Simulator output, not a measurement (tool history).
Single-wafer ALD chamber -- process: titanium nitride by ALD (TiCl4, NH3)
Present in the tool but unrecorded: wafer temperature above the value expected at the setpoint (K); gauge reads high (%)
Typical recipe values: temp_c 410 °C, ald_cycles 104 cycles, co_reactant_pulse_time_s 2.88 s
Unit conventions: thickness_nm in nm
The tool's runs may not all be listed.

run,hour,temp_c,ald_cycles,co_reactant_pulse_time_s,wafers since the last listed run,hours since the last thermocouple change,hours since the showerhead was replaced,hours since the gauge calibration,"read-back reference wafer on the same gauge, thickness_nm",thickness_nm
1,0.0,410,104,2.88,0,1503.6,4252.0,1579.6,2.158,2.298
2,52.6,410,104,2.88,67,1556.2,4304.6,1632.2,2.160,2.295
3,160.2,404,104,2.28,139,1663.8,4412.2,1739.8,2.162,2.284
4,256.1,410,104,2.88,123,1759.7,4508.1,1835.7,2.164,2.292
5,340.8,410,104,2.88,109,1844.4,4592.8,1920.4,2.165,2.303
6,488.2,410,104,2.88,190,1991.8,4740.2,2067.8,2.167,2.303
7,578.0,410,104,1.99,116,2081.6,4830.0,2157.6,2.171,2.299
8,631.8,410,104,2.88,69,2135.4,4883.8,2211.4,2.169,2.292
9,716.8,410,104,2.88,109,2220.4,4968.8,2296.4,2.172,2.314
10,810.1,410,104,2.88,120,2313.7,5062.1,2389.7,2.174,2.303
11,859.1,410,104,2.88,63,2362.7,5111.1,2438.7,2.173,2.305
# hour 898.3: gauge calibrated
# hour 917.4: showerhead replaced
12,960.0,406,104,2.88,120,2463.6,42.6,61.7,2.134,2.255
13,1044.0,400,85,3.78,108,2547.6,126.6,145.7,2.136,1.851

Run 14 comes next. What will it give?
14,1113.8,425,111,3.85,90,2617.4,196.4,215.5,?,?

{"run 14": {"read-back reference wafer on the same gauge, thickness_nm": 2.137, "thickness_nm": 2.448}}
Without the tool's hidden state the same run would have given thickness_nm 2.440 nm.

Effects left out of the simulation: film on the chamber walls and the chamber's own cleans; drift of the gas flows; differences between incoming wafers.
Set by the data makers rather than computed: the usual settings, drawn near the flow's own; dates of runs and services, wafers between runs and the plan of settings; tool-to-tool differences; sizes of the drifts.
